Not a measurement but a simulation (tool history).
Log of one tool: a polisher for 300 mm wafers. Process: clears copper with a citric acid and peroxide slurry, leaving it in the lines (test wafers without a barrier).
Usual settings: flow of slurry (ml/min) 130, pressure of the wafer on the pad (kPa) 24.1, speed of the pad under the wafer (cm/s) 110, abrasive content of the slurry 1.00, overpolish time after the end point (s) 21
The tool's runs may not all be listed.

| run | hour | flow of slurry (ml/min) | pressure of the wafer on the pad (kPa) | speed of the pad under the wafer (cm/s) | abrasive content of the slurry | overpolish time after the end point (s) | wafers since the last listed run | wafers polished on this pad | hours since the slurry nozzle was cleaned | hours since the head pressure was calibrated | hours since the slurry blender was calibrated | incoming thickness of the incoming film, nm | time until the end point was called (s) | dishing of a wide line in a test structure (nm) |
|---|---|---|---|---|---|---|---|---|---|---|---|---|---|---|
| 1 | 0.0 | 130 | 24.1 | 110 | 1.00 | 21 | 0 | 1326 | 201.3 | 38.7 | 420.1 | 287.7 | 116.3 | 38.1 |
|  | 4.2 | slurry blender recalibrated |
|  | 48.7 | slurry nozzle cleaned |
| 2 | 49.2 | 130 | 24.1 | 110 | 1.00 | 21 | 520 | 1847 | 0.5 | 87.9 | 45.0 | 284.8 | 115.6 | 36.8 |
|  | 65.7 | worn pad replaced by a new one |
| 3 | 108.8 | 130 | 24.1 | 110 | 1.00 | 21 | 626 | 485 | 60.1 | 147.5 | 104.6 | 287.1 | 116.1 | 37.0 |
| 4 | 173.6 | 130 | 24.1 | 122 | 0.90 | 21 | 730 | 1215 | 124.9 | 212.3 | 169.4 | 284.9 | 108.7 | 40.4 |
| 5 | 212.8 | 130 | 24.1 | 110 | 1.00 | 21 | 441 | 1657 | 164.1 | 251.5 | 208.6 | 284.2 | 119.7 | 36.9 |
|  | 244.1 | worn pad replaced by a new one |
| 6 | 272.6 | 130 | 24.1 | 110 | 1.00 | 21 | 628 | 320 | 223.9 | 311.3 | 268.4 | 279.7 | 114.0 | 36.0 |
|  | 343.6 | slurry nozzle cleaned |
| 7 | 408.2 | 130 | 24.1 | 110 | 1.00 | 21 | 1516 | 1837 | 64.6 | 446.9 | 404.0 | 283.8 | 118.4 | 34.8 |
|  | 426.6 | head pressure recalibrated |
|  | 427.7 | slurry blender recalibrated |
|  | 437.8 | worn pad replaced by a new one |
| 8 | 459.5 | 85 | 24.1 | 138 | 1.00 | 21 | 498 | 244 | 115.9 | 32.9 | 31.8 | 289.1 | 102.1 | 41.9 |
| 9 | 526.6 | 130 | 29.6 | 110 | 0.80 | 21 | 755 | 1000 | 183.0 | 100.0 | 98.9 | 285.9 | 102.4 | 41.2 |
| 10 | 578.8 | 160 | 24.1 | 80 | 1.20 | 34 | 588 | 1588 | 235.2 | 152.2 | 151.1 | 282.3 | 146.5 | 47.7 |
|  | 623.1 | worn pad replaced by a new one |
| 11 | 636.2 | 130 | 22.1 | 80 | 1.00 | 21 | 601 | 147 | 292.6 | 209.6 | 208.5 | 284.9 | 166.4 | 26.3 |
|  | 656.1 | slurry nozzle cleaned |
| 12 | 700.8 | 130 | 24.1 | 82 | 0.85 | 21 | 716 | 864 | 44.7 | 274.2 | 273.1 | 282.5 | 157.6 | 28.1 |
| 13 | 759.7 | 130 | 24.1 | 110 | 1.00 | 21 | 663 | 1527 | 103.6 | 333.1 | 332.0 | 283.7 | 119.1 | 35.9 |
|  | 784.2 | worn pad replaced by a new one |
| 14 | 784.7 | 130 | 24.1 | 78 | 1.00 | 21 | 236 | 5 | 128.6 | 358.1 | 357.0 | 283.6 | 166.5 | 26.1 |
|  | 796.8 | slurry blender recalibrated |
| 15 | 845.1 | 90 | 24.1 | 110 | 1.00 | 21 | 657 | 663 | 189.0 | 418.5 | 48.3 | 290.2 | 137.6 | 33.2 |

Hidden state or all else? Some run-to-run changes of time until the end point was called (s), split into what the settings, what came in and random variation would give without the hidden state, and what is left for the hidden state (with any gauge scatter that isn't in both results):
The hidden state here: removal rate lost through wear of the pad, %; slurry flow missing at the pad, %; deviation of the head's pressure from its setpoint, %; abrasive missing from the slurry, %.
Run 7 -> 8: flow of slurry (ml/min) 130 -> 85, speed of the pad under the wafer (cm/s) 110 -> 138, head pressure recalibrated, slurry blender recalibrated, worn pad replaced by a new one. time until the end point was called (s) -16.3: hidden state -9.0, all else -7.3.
Run 13 -> 14: speed of the pad under the wafer (cm/s) 110 -> 78, worn pad replaced by a new one. time until the end point was called (s) +47.4: hidden state +2.7, all else +44.7.
